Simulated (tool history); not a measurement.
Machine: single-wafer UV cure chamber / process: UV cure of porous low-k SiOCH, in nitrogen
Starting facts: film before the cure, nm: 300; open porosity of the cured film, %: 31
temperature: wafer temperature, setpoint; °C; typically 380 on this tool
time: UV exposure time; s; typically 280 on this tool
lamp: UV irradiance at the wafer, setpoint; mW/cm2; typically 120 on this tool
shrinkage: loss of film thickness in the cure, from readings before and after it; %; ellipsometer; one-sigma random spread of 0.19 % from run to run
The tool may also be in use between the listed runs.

{"run": 1, "hour": 0.0, "temperature": 380, "time": 180, "lamp": 120, "shrinkage": 11.912}
{"hour": 82.7, "done": "quartz window cleaned"}
{"run": 2, "hour": 94.4, "temperature": 380, "time": 180, "lamp": 120, "shrinkage": 12.469}
{"run": 3, "hour": 116.1, "temperature": 380, "time": 180, "lamp": 120, "shrinkage": 12.074}
{"run": 4, "hour": 147.2, "temperature": 380, "time": 280, "lamp": 120, "shrinkage": 14.511}
{"run": 5, "hour": 176.4, "temperature": 380, "time": 280, "lamp": 120, "shrinkage": 14.369}
{"run": 6, "hour": 200.3, "temperature": 380, "time": 280, "lamp": 120, "shrinkage": 14.292}
{"run": 7, "hour": 229.1, "temperature": 380, "time": 280, "lamp": 120, "shrinkage": 14.291}
{"run": 8, "hour": 244.6, "temperature": 380, "time": 280, "lamp": 120, "shrinkage": 14.106}
{"hour": 332.6, "done": "quartz window cleaned"}
{"run": 9, "hour": 338.1, "temperature": 380, "time": 280, "lamp": 120, "shrinkage": 14.605}
{"run": 10, "hour": 358.2, "temperature": 380, "time": 280, "lamp": 120, "shrinkage": 14.985}
{"run": 11, "hour": 380.2, "temperature": 380, "time": 280, "lamp": 120, "shrinkage": 14.777}
{"run": 12, "hour": 414.4, "temperature": 380, "time": 365, "lamp": 120, "shrinkage": 15.591}
{"run": 13, "hour": 447.1, "temperature": 380, "time": 365, "lamp": 120, "shrinkage": 15.592}
{"hour": 514.5, "done": "UV bulbs replaced"}
{"run": 14, "hour": 515.0, "temperature": 380, "time": 365, "lamp": 120, "shrinkage": 15.576}
{"run": 15, "hour": 534.8, "temperature": 380, "time": 280, "lamp": 120, "shrinkage": 14.133}
{"run": 16, "hour": 558.6, "temperature": 363, "time": 280, "lamp": 120, "shrinkage": 13.487}
{"hour": 591.2, "done": "quartz window cleaned"}
{"run": 17, "hour": 591.7, "temperature": 364, "time": 370, "lamp": 92, "shrinkage": 13.919}
{"run": 18, "hour": 602.9, "temperature": 380, "time": 280, "lamp": 120, "shrinkage": 14.499}
{"run": 19, "hour": 620.8, "temperature": 369, "time": 375, "lamp": 120, "shrinkage": 15.692}
{"run": 20, "hour": 646.8, "temperature": 380, "time": 340, "lamp": 92, "shrinkage": 14.313}
{"run": 21, "hour": 677.5, "temperature": 387, "time": 280, "lamp": 144, "shrinkage": 15.381}
{"run": 22, "hour": 702.1, "temperature": 367, "time": 150, "lamp": 158, "shrinkage": 12.475}
{"run": 23, "hour": 734.2, "temperature": 380, "time": 280, "lamp": 120, "shrinkage": 14.322}
{"run": 24, "hour": 765.8, "temperature": 380, "time": 280, "lamp": 120, "shrinkage": 14.097}
{"hour": 852.5, "done": "quartz window cleaned"}
{"run": 25, "hour": 853.2, "temperature": 392, "time": 280, "lamp": 120, "shrinkage": 14.859}
{"run": 26, "hour": 873.3, "temperature": 380, "time": 280, "lamp": 144, "shrinkage": 15.239}
{"run": 27, "hour": 894.1, "temperature": 371, "time": 115, "lamp": 153, "shrinkage": 11.331}
{"run": 28, "hour": 909.4, "temperature": 380, "time": 280, "lamp": 120, "shrinkage": 14.614}
{"run": 29, "hour": 940.9, "temperature": 394, "time": 280, "lamp": 139, "shrinkage": 15.23}
{"run": 30, "hour": 963.8, "temperature": 374, "time": 280, "lamp": 99, "shrinkage": 13.181}

Give the tool's hidden conditions for every run:
lamp output below its setpoint, %: 0 in every run
H1: transmission lost against a clean window, %
run=1 H1=10.5
run=2 H1=1.03
run=3 H1=1.3
run=4 H1=2.17
run=5 H1=3.49
run=6 H1=4.94
run=7 H1=7.11
run=8 H1=8.47
run=9 H1=0.399
run=10 H1=0.577
run=11 H1=1.04
run=12 H1=2.3
run=13 H1=4.13
run=14 H1=9.89
run=15 H1=12.1
run=16 H1=15
run=17 H1=1.72
run=18 H1=1.76
run=19 H1=1.97
run=20 H1=2.61
run=21 H1=3.85
run=22 H1=5.24
run=23 H1=7.57
run=24 H1=10.4
run=25 H1=1.98
run=26 H1=2.11
run=27 H1=2.48
run=28 H1=2.91
run=29 H1=4.22
run=30 H1=5.52
